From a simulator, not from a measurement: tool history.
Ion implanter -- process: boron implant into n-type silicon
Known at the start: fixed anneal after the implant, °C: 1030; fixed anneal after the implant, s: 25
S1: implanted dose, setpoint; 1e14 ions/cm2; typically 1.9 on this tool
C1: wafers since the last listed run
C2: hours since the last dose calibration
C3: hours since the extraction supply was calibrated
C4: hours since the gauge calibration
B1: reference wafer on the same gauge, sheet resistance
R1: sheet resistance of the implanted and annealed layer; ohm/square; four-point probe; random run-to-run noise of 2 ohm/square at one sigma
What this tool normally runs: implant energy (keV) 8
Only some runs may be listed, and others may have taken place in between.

run 1 hour=0 | S1=1.9 implant_energy_(keV)=8 | C1=0 C2=330.9 C3=4917.8 C4=970.1 | B1=504.7 | R1=552.46
run 2 hour=57.2 | S1=1.9 implant_energy_(keV)=8 | C1=1280 C2=388.1 C3=4975 C4=1027.3 | B1=506.64 | R1=550.38
-- hour=88 gauge calibrated
run 3 hour=119.6 | S1=1.9 implant_energy_(keV)=8 | C1=1396 C2=450.5 C3=5037.4 C4=31.6 | B1=504.91 | R1=548.73
run 4 hour=160.1 | S1=1.9 implant_energy_(keV)=8 | C1=906 C2=491 C3=5077.9 C4=72.1 | B1=506.01 | R1=546.96
run 5 hour=193.1 | S1=1.9 implant_energy_(keV)=7 | C1=738 C2=524 C3=5110.9 C4=105.1 | B1=506.41 | R1=560.37
run 6 hour=257.6 | S1=1.9 implant_energy_(keV)=7 | C1=1443 C2=588.5 C3=5175.4 C4=169.6 | B1=504.99 | R1=559.29
run 7 hour=302.2 | S1=1.9 implant_energy_(keV)=6 | C1=998 C2=633.1 C3=5220 C4=214.2 | B1=506.33 | R1=569.51
run 8 hour=342.8 | S1=1.9 implant_energy_(keV)=6 | C1=908 C2=673.7 C3=5260.6 C4=254.8 | B1=505.67 | R1=575.38
run 9 hour=390.7 | S1=1.9 implant_energy_(keV)=6 | C1=1072 C2=721.6 C3=5308.5 C4=302.7 | B1=505.37 | R1=577.1
run 10 hour=426.9 | S1=2.17 implant_energy_(keV)=6.5 | C1=810 C2=757.8 C3=5344.7 C4=338.9 | B1=505.63 | R1=508.7
run 11 hour=486.8 | S1=2.17 implant_energy_(keV)=6.5 | C1=1340 C2=817.7 C3=5404.6 C4=398.8 | B1=506.85 | R1=507.91
run 12 hour=550 | S1=2.17 implant_energy_(keV)=6.5 | C1=1414 C2=880.9 C3=5467.8 C4=462 | B1=505.11 | R1=511.28
run 13 hour=581 | S1=1.9 implant_energy_(keV)=8 | C1=693 C2=911.9 C3=5498.8 C4=493 | B1=504.95 | R1=558.6
run 14 hour=639.7 | S1=1.9 implant_energy_(keV)=8 | C1=1313 C2=970.6 C3=5557.5 C4=551.7 | B1=505.87 | R1=558.87
run 15 hour=689.4 | S1=2.33 implant_energy_(keV)=8 | C1=1112 C2=1020.3 C3=5607.2 C4=601.4 | B1=505.13 | R1=469.76
run 16 hour=739.1 | S1=2.22 implant_energy_(keV)=8 | C1=1112 C2=1070 C3=5656.9 C4=651.1 | B1=506.56 | R1=490.72
run 17 hour=794.7 | S1=2.22 implant_energy_(keV)=8 | C1=1244 C2=1125.6 C3=5712.5 C4=706.7 | B1=506.27 | R1=489.48
run 18 hour=827.8 | S1=1.9 implant_energy_(keV)=9 | C1=740 C2=1158.7 C3=5745.6 C4=739.8 | B1=505.89 | R1=553.08
run 19 hour=854.7 | S1=1.55 implant_energy_(keV)=6 | C1=602 C2=1185.6 C3=5772.5 C4=766.7 | B1=505.43 | R1=686.74
run 20 hour=903.1 | S1=1.34 implant_energy_(keV)=6 | C1=1083 C2=1234 C3=5820.9 C4=815.1 | B1=506.21 | R1=777.05
run 21 hour=972.3 | S1=1.9 implant_energy_(keV)=8 | C1=1548 C2=1303.2 C3=5890.1 C4=884.3 | B1=506.78 | R1=565.66
-- hour=1006.7 gauge calibrated
run 22 hour=1037 | S1=2.25 implant_energy_(keV)=6.5 | C1=1448 C2=1367.9 C3=5954.8 C4=30.3 | B1=506.78 | R1=503.72
-- hour=1074.5 Faraday cup replaced and dose calibrated
run 23 hour=1121.7 | S1=1.39 implant_energy_(keV)=9 | C1=1716 C2=47.2 C3=6039.5 C4=115 | B1=505.97 | R1=707.27
run 24 hour=1169 | S1=1.9 implant_energy_(keV)=9.5 | C1=1058 C2=94.5 C3=6086.8 C4=162.3 | B1=506.44 | R1=541.79
-- hour=1235 extraction supply calibrated
run 25 hour=1353.1 | S1=2.17 implant_energy_(keV)=6.5 | C1=3941 C2=278.6 C3=118.1 C4=346.4 | B1=506.74 | R1=509.16
run 26 hour=1387.1 | S1=1.9 implant_energy_(keV)=8 | C1=761 C2=312.6 C3=152.1 C4=380.4 | B1=505.49 | R1=554.06
run 27 hour=1450.8 | S1=2.28 implant_energy_(keV)=5.5 | C1=1425 C2=376.3 C3=215.8 C4=444.1 | B1=506.06 | R1=499.38
run 28 hour=1479 | S1=1.9 implant_energy_(keV)=8 | C1=631 C2=404.5 C3=244 C4=472.3 | B1=506.05 | R1=551.21
run 29 hour=1509.8 | S1=1.9 implant_energy_(keV)=10.5 | C1=689 C2=435.3 C3=274.8 C4=503.1 | B1=507.24 | R1=532.56
run 30 hour=1561.9 | S1=1.9 implant_energy_(keV)=6 | C1=1166 C2=487.4 C3=326.9 C4=555.2 | B1=505.96 | R1=572.85
run 31 hour=1618.5 | S1=2.42 implant_energy_(keV)=7 | C1=1266 C2=544 C3=383.5 C4=611.8 | B1=505.98 | R1=459.71
run 32 hour=1684.2 | S1=1.68 implant_energy_(keV)=9 | C1=1470 C2=609.7 C3=449.2 C4=677.5 | B1=506.23 | R1=602.83
run 33 hour=1742.3 | S1=1.64 implant_energy_(keV)=8 | C1=1300 C2=667.8 C3=507.3 C4=735.6 | B1=505.32 | R1=628.93
run 34 hour=1783.4 | S1=1.9 implant_energy_(keV)=8 | C1=919 C2=708.9 C3=548.4 C4=776.7 | B1=506.04 | R1=551.96
run 35 hour=1847 | S1=1.49 implant_energy_(keV)=8 | C1=1423 C2=772.5 C3=612 C4=840.3 | B1=506.97 | R1=676.67
run 36 hour=1905.9 | S1=1.9 implant_energy_(keV)=8 | C1=1318 C2=831.4 C3=670.9 C4=899.2 | B1=506.45 | R1=559.57
run 37 hour=1965.5 | S1=1.38 implant_energy_(keV)=9 | C1=1334 C2=891 C3=730.5 C4=958.8 | B1=505.53 | R1=713.25

4 ways to go on from here, each from the tool as it stands after run 37. What would each give?
run A hour=1965.9 | S1=1.9 implant_energy_(keV)=8 | C1=8 C2=891.4 C3=730.9 C4=959.2 | B1=? | R1=?
run B hour=1965.9 | S1=2.4 implant_energy_(keV)=8 | C1=8 C2=891.4 C3=730.9 C4=959.2 | B1=? | R1=?
run C hour=1965.9 | S1=1.9 implant_energy_(keV)=8.5 | C1=8 C2=891.4 C3=730.9 C4=959.2 | B1=? | R1=?
run D hour=1965.9 | S1=1.59 implant_energy_(keV)=9.5 | C1=8 C2=891.4 C3=730.9 C4=959.2 | B1=? | R1=?

run=A B1=506.4 R1=558.14
run=B B1=506.4 R1=459.73
run=C B1=506.4 R1=554
run=D B1=506.4 R1=632.77
Without the tool's unlogged condition, the same runs would have read:
run=A R1=551.06
run=B R1=453.83
run=C R1=546.97
run=D R1=624.8
